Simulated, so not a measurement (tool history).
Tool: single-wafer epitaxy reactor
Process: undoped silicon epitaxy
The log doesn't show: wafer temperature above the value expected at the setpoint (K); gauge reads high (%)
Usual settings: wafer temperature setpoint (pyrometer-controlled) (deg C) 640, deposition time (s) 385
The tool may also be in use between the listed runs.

| run | hour | wafer temperature setpoint (pyrometer-controlled) (deg C) | deposition time (s) | wafers since the last listed run | hours since the last pyrometer calibration | hours since the gauge calibration | read-back reference wafer on the same gauge, thickness_nm | mean film thickness on the monitor wafer (Å) |
|---|---|---|---|---|---|---|---|---|
| 1 | 0.0 | 633 | 385 | 0 | 2172.3 | 265.0 | 47.306 | 434.85 |
| 2 | 34.6 | 633 | 385 | 217 | 2206.9 | 299.6 | 47.287 | 436.25 |
| 3 | 70.3 | 633 | 385 | 224 | 2242.6 | 335.3 | 47.303 | 433.73 |
| 4 | 88.9 | 640 | 385 | 116 | 2261.2 | 353.9 | 47.309 | 519.29 |
| 5 | 111.3 | 640 | 385 | 140 | 2283.6 | 376.3 | 47.308 | 520.14 |
| 6 | 137.0 | 640 | 385 | 161 | 2309.3 | 402.0 | 47.315 | 517.70 |
| 7 | 154.3 | 640 | 385 | 108 | 2326.6 | 419.3 | 47.315 | 516.00 |
| 8 | 166.9 | 640 | 385 | 79 | 2339.2 | 431.9 | 47.304 | 519.03 |
|  | 195.6 | pyrometer calibrated |
| 9 | 199.4 | 640 | 385 | 154 | 3.8 | 464.4 | 47.326 | 580.80 |
| 10 | 227.7 | 651 | 421 | 177 | 32.1 | 492.7 | 47.273 | 834.46 |
| 11 | 260.5 | 633 | 385 | 206 | 64.9 | 525.5 | 47.293 | 483.62 |

The next listed run, before its measurement:
| 12 | 291.5 | 640 | 385 | 194 | 95.9 | 556.5 | ? | ? |

Run 12 gave read-back reference wafer on the same gauge, thickness_nm 47.302, mean film thickness on the monitor wafer (Å) 580.50.
Without the tool's hidden state the same run would have given mean film thickness on the monitor wafer (Å) 578.52.

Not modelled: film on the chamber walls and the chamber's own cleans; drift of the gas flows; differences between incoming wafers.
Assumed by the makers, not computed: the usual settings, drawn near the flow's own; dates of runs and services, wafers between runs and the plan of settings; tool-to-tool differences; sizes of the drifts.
